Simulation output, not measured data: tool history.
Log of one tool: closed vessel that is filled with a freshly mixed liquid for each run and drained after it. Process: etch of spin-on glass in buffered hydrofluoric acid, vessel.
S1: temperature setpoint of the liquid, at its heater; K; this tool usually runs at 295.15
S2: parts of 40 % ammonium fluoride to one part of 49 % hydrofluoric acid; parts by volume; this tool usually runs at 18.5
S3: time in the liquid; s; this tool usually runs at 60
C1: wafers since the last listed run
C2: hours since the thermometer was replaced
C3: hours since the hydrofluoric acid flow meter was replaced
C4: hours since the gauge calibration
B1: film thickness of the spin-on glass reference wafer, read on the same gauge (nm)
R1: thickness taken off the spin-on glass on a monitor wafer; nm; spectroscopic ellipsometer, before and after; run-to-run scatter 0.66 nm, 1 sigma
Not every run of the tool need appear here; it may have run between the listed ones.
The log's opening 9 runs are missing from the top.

run,hour,S1,S2,S3,C1,C2,C3,C4,B1,R1
10,208.7,295.15,18.5,60,1827,953.8,995.6,391.4,100.01,134.06
11,239.2,295.15,18.5,60,2628,984.3,1026.1,421.9,99.98,134.35
# hour 256.3: thermometer replaced
12,263.3,295.15,18.5,60,1991,7,1050.2,446,99.99,123.07
13,291.5,295.15,18.5,60,2430,35.2,1078.4,474.2,100,123.27
14,321.4,295.15,18.5,60,2577,65.1,1108.3,504.1,100.01,124.23
15,334.1,295.15,18.5,60,1094,77.8,1121,516.8,99.99,123.74
16,358.1,295.15,18.5,60,2068,101.8,1145,540.8,100.01,123.78
17,385.8,298.65,12.5,60,2387,129.5,1172.7,568.5,99.99,221.33
18,403.8,295.15,16,60,1551,147.5,1190.7,586.5,99.99,144.99
19,429.7,292.65,16,45,2232,173.4,1216.6,612.4,99.99,94.87
20,454.7,295.15,13,85,2154,198.4,1241.6,637.4,99.98,251.15
21,482.6,295.15,12,60,2404,226.3,1269.5,665.3,100,192.32
22,513.8,299.65,18.5,85,2689,257.5,1300.7,696.5,99.98,228.87
# hour 526.7: hydrofluoric acid flow meter replaced
23,537.8,292.65,18.5,70,1982,281.5,11.1,720.5,100,123.76
24,563.4,291.15,18.5,60,2206,307.1,36.7,746.1,100.02,98.14
25,597.2,293.65,18.5,60,2913,340.9,70.5,779.9,100.03,112.84
26,616.3,299.65,11.5,60,1646,360,89.6,799,100.03,251.39
# hour 620.1: gauge calibrated
27,642.5,298.15,16.5,35,2258,386.2,115.8,22.4,100,94.9
28,673.1,298.65,12.5,60,2637,416.8,146.4,53,100,219.4
29,766.5,295.15,21,50,8050,510.2,239.8,146.4,99.99,93.14
30,801.9,300.15,15.5,70,3051,545.6,275.2,181.8,99.99,229.35
31,832.3,295.15,18.5,60,2620,576,305.6,212.2,99.99,126.56

Predict each of these 3 candidate next runs independently; none follows another, all start after run 31:
A,833,295.15,18.5,60,60,576.7,306.3,212.9,?,?
B,833,291.65,24.5,40,60,576.7,306.3,212.9,?,?
C,833,295.15,16.5,60,60,576.7,306.3,212.9,?,?

run,B1,R1
A,100.01,126.2
B,100.01,55.57
C,100.01,141.26
Without the tool's hidden state the same runs would have given:
run,R1
A,118.4
B,52.2
C,132.54
